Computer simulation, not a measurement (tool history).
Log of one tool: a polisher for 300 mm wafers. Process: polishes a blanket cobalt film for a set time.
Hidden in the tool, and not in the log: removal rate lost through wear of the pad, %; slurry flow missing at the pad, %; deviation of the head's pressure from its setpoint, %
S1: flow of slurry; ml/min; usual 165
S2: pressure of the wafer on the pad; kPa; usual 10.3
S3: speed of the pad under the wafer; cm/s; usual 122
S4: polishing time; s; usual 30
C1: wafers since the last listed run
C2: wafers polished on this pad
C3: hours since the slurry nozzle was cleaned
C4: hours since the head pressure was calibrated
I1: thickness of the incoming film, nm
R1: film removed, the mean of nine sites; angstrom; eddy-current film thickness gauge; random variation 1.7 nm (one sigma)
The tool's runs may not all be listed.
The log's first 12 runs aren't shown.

run      day   S1    S2   S3  S4    C1    C2     C3     C4     I1    R1
 13   47.008  165  10.3  148  30   760  5420  543.7  637.3  686.5  1300
      48.425  -- head pressure recalibrated
 14   50.033  165  10.3  148  30   695  6116  616.3   38.6  709.2  1322
 15   52.042  165  10.3  122  36   474  6591  664.5   86.8  710.0  1328
      53.938  -- worn pad replaced by a new one
 16   56.475  165  10.3  122  36  1008   600  770.9  193.2  691.8  1339
      58.617  -- slurry nozzle cleaned
 17   59.667  165  10.3  122  36   744  1345   25.2  269.8  705.3  1426
 18   61.638  205  10.3  122  30   466  1811   72.5  317.1  705.3  1204
 19   63.446  165  10.3  122  30   427  2238  115.9  360.5  702.6  1193
      73.438  -- head pressure recalibrated
 20   75.983  180  10.3  122  38  2944  5183  416.8   61.1  694.2  1464
 21   77.875  165   8.3  102  30   447  5631  462.2  106.5  706.3   760
 22   80.042  165  10.3  122  36   512  6143  514.2  158.5  699.1  1315
 23   83.046  180  10.3  108  30   710  6853  586.3  230.6  698.0   996
 24   85.050  165  10.3  122  30   473  7327  634.4  278.7  697.8  1109
      86.304  -- worn pad replaced by a new one
      87.079  -- slurry nozzle cleaned
 25   88.100  130   9.0  110  26   671   414   24.5  351.9  706.7   777
 26   92.321  165   8.3  122  30   998  1413  125.8  453.2  692.6   934
 27   94.608  165   8.3  134  30   540  1953  180.7  508.1  684.5  1017
 28   98.879  165  10.3  122  30  1009  2963  283.2  610.6  702.2  1148
     100.046  -- head pressure recalibrated
 29  103.308  165  10.3  122  33  1027  3991  389.5   78.3  698.1  1217

Forecast run 30:
 30  105.371  200  10.3  164  30  487  4479  439.0  127.8  694.9   ?

R1: 1543 angstrom
Without the tool's hidden state the same run would have given R1 1652 angstrom.

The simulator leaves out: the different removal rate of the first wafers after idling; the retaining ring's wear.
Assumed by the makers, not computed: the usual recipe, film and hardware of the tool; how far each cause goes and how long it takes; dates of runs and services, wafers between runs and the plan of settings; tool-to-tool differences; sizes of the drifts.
